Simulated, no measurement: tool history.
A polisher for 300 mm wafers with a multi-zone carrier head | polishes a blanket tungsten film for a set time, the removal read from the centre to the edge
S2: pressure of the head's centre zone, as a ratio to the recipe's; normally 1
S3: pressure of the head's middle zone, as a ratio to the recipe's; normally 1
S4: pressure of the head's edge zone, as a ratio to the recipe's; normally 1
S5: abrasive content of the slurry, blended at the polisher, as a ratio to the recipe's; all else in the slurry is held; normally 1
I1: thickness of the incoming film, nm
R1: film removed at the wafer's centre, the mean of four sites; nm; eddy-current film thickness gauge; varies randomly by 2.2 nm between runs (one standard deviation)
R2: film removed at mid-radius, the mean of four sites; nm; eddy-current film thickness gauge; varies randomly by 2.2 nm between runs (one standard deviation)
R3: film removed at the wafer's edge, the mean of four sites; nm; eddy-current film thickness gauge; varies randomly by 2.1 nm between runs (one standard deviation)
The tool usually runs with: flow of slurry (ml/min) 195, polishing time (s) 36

{"run": 1, "hour": 0.0, "flow of slurry (ml/min)": 130, "S2": 1, "S3": 1, "S4": 1, "S5": 1.1, "polishing time (s)": 36, "I1": 748.1, "R1": 140.5, "R2": 145.3, "R3": 154.4}
{"hour": 9.6, "done": "centre zone pressure recalibrated"}
{"run": 2, "hour": 13.9, "flow of slurry (ml/min)": 195, "S2": 1, "S3": 1, "S4": 0.94, "S5": 1, "polishing time (s)": 36, "I1": 749.3, "R1": 148.1, "R2": 152.2, "R3": 150.3}
{"hour": 24.0, "done": "slurry nozzle cleaned"}
{"hour": 26.7, "done": "edge zone pressure recalibrated"}
{"run": 3, "hour": 30.7, "flow of slurry (ml/min)": 195, "S2": 1, "S3": 1.1, "S4": 1, "S5": 1, "polishing time (s)": 43, "I1": 742.9, "R1": 191.8, "R2": 201.2, "R3": 193.1}
{"hour": 45.5, "done": "carrier head's membrane replaced by a new one"}
{"run": 4, "hour": 46.0, "flow of slurry (ml/min)": 195, "S2": 1, "S3": 0.88, "S4": 1, "S5": 1, "polishing time (s)": 36, "I1": 748.7, "R1": 165.7, "R2": 146.3, "R3": 163.7}
{"run": 5, "hour": 50.3, "flow of slurry (ml/min)": 195, "S2": 1, "S3": 1.05, "S4": 0.96, "S5": 1, "polishing time (s)": 36, "I1": 753.5, "R1": 163.8, "R2": 162.1, "R3": 160.5}
{"run": 6, "hour": 65.1, "flow of slurry (ml/min)": 195, "S2": 1, "S3": 1, "S4": 1, "S5": 1, "polishing time (s)": 36, "I1": 751, "R1": 156.3, "R2": 158, "R3": 162.4}
{"run": 7, "hour": 77.3, "flow of slurry (ml/min)": 145, "S2": 1, "S3": 0.97, "S4": 1, "S5": 1, "polishing time (s)": 42, "I1": 750.8, "R1": 178.6, "R2": 172.7, "R3": 186.3}
{"run": 8, "hour": 88.4, "flow of slurry (ml/min)": 195, "S2": 0.92, "S3": 1, "S4": 0.9, "S5": 0.9, "polishing time (s)": 36, "I1": 760, "R1": 149.2, "R2": 156, "R3": 148.8}
{"run": 9, "hour": 98.5, "flow of slurry (ml/min)": 245, "S2": 1, "S3": 0.92, "S4": 1, "S5": 1, "polishing time (s)": 36, "I1": 751.9, "R1": 164.3, "R2": 152.6, "R3": 167.5}
{"hour": 106.6, "done": "worn pad replaced by a new one"}
{"run": 10, "hour": 108.5, "flow of slurry (ml/min)": 195, "S2": 1, "S3": 1, "S4": 1, "S5": 1.05, "polishing time (s)": 36, "I1": 748.8, "R1": 162.8, "R2": 156.5, "R3": 164.4}
{"run": 11, "hour": 121.2, "flow of slurry (ml/min)": 195, "S2": 1, "S3": 1, "S4": 1.06, "S5": 1, "polishing time (s)": 36, "I1": 746.7, "R1": 158, "R2": 158.8, "R3": 166}
{"run": 12, "hour": 133.6, "flow of slurry (ml/min)": 195, "S2": 1, "S3": 1, "S4": 1, "S5": 1, "polishing time (s)": 36, "I1": 747, "R1": 159, "R2": 158.6, "R3": 166.5}
{"run": 13, "hour": 139.8, "flow of slurry (ml/min)": 155, "S2": 1, "S3": 0.88, "S4": 1, "S5": 0.9, "polishing time (s)": 41, "I1": 754.8, "R1": 176.1, "R2": 157.3, "R3": 174.9}
{"run": 14, "hour": 146.7, "flow of slurry (ml/min)": 195, "S2": 1, "S3": 1.11, "S4": 1, "S5": 1, "polishing time (s)": 46, "I1": 758, "R1": 203.5, "R2": 219.1, "R3": 205.7}
{"run": 15, "hour": 156.1, "flow of slurry (ml/min)": 150, "S2": 0.9, "S3": 1, "S4": 1, "S5": 1.25, "polishing time (s)": 36, "I1": 758.6, "R1": 148.4, "R2": 159.1, "R3": 166.1}
{"run": 16, "hour": 166.2, "flow of slurry (ml/min)": 195, "S2": 1.03, "S3": 0.95, "S4": 1, "S5": 1, "polishing time (s)": 36, "I1": 760.9, "R1": 163.5, "R2": 154, "R3": 157.7}

What does the tool deliver on the next run?
{"run": 17, "hour": 182.7, "flow of slurry (ml/min)": 195, "S2": 1, "S3": 1, "S4": 1, "S5": 1, "polishing time (s)": 36, "I1": 753.9, "R1": "?", "R2": "?", "R3": "?"}

Run 17 measured R1 156.8 nm, R2 154.8 nm, R3 163.9 nm.
If the tool had no hidden condition, the same run with the same run-to-run variation would have returned R1 157.7 nm, R2 155.7 nm, R3 164.6 nm.
